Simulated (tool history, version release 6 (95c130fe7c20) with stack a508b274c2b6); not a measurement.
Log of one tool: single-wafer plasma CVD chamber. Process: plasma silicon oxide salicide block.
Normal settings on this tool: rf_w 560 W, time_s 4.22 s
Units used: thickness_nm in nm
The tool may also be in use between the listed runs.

run,hour,rf_w,time_s,wafers since the last listed run,hours since the last RF generator calibration,hours since the showerhead was replaced,hours since the gauge calibration,"read-back reference wafer on the same gauge, thickness_nm",thickness_nm
1,0,560,4.22,0,1323.3,2729.9,899.3,55.195,45.563
2,94.2,560,4.22,1723,1417.5,2824.1,993.5,55.178,45.508
3,195,520,4.72,1844,1518.3,2924.9,1094.3,55.195,49.688
# hour 249.9: gauge calibrated
4,288,520,4.72,1701,1611.3,3017.9,38.1,55.218,50.032
5,366.4,520,4.72,1434,1689.7,3096.3,116.5,55.149,50.011
6,408.1,560,4.71,763,1731.4,3138,158.2,55.2,50.732
7,486.6,560,4.22,1436,1809.9,3216.5,236.7,55.137,45.016
8,575.1,560,4.22,1619,1898.4,3305,325.2,55.196,45.105
9,613.1,560,4.22,695,1936.4,3343,363.2,55.216,45.492
# hour 626.5: showerhead replaced
10,666.9,560,4.22,838,1990.2,40.4,417,55.205,45.648
# hour 713.5: RF generator calibrated
11,715.7,635,4.22,746,2.2,89.2,465.8,55.192,46.569
12,757.9,560,4.22,772,44.4,131.4,508,55.156,44.868
13,823.3,485,4.22,1196,109.8,196.8,573.4,55.234,43.021
14,872.8,560,3.87,905,159.3,246.3,622.9,55.203,41.045
15,929.4,560,3.87,1035,215.9,302.9,679.5,55.187,41.18
16,987,455,4.6,1054,273.5,360.5,737.1,55.176,46.106
# hour 1046.8: RF generator calibrated, repeated, since the last time left the tool worse
17,1053.3,450,4.22,1066,6.5,426.8,803.4,55.178,43.382
18,1141.9,625,3.66,1621,95.1,515.4,892,55.174,41.327
19,1193.9,505,3.63,951,147.1,567.4,944,55.201,38.333
# hour 1226.7: gauge calibrated
20,1292.4,560,4.22,1802,245.6,665.9,65.7,55.204,46.151
21,1395.4,560,4.22,1884,348.6,768.9,168.7,55.172,46.177
22,1450.3,650,4.67,1004,403.5,823.8,223.6,55.181,53.151
23,1549.9,560,4.22,1822,503.1,923.4,323.2,55.193,45.97
24,1607.7,655,4.22,1057,560.9,981.2,381,55.202,48.06
25,1708.1,560,4.65,1837,661.3,1081.6,481.4,55.219,50.853
26,1793.4,560,3.48,1561,746.6,1166.9,566.7,55.209,38.084
27,1854.7,560,4.22,1121,807.9,1228.2,628,55.206,45.988
28,1934.6,560,4.22,1462,887.8,1308.1,707.9,55.19,45.904
29,1973.9,630,4.22,719,927.1,1347.4,747.2,55.21,47.14
30,2027.9,465,4.73,988,981.1,1401.4,801.2,55.181,48.738

What was the tool's hidden state at every run in the log?
gauge reads high (%): 0, the same for each run
H1: delivered RF power above the setpoint (%)
run,H1
1,-4.52
2,-4.77
3,-5.03
4,-5.27
5,-5.47
6,-5.58
7,-5.78
8,-6.01
9,-6.11
10,-6.25
11,-9.55
12,-9.66
13,-9.83
14,-9.96
15,-10.1
16,-10.3
17,-0.239
18,-0.468
19,-0.603
20,-0.857
21,-1.12
22,-1.27
23,-1.52
24,-1.67
25,-1.93
26,-2.15
27,-2.31
28,-2.52
29,-2.62
30,-2.76

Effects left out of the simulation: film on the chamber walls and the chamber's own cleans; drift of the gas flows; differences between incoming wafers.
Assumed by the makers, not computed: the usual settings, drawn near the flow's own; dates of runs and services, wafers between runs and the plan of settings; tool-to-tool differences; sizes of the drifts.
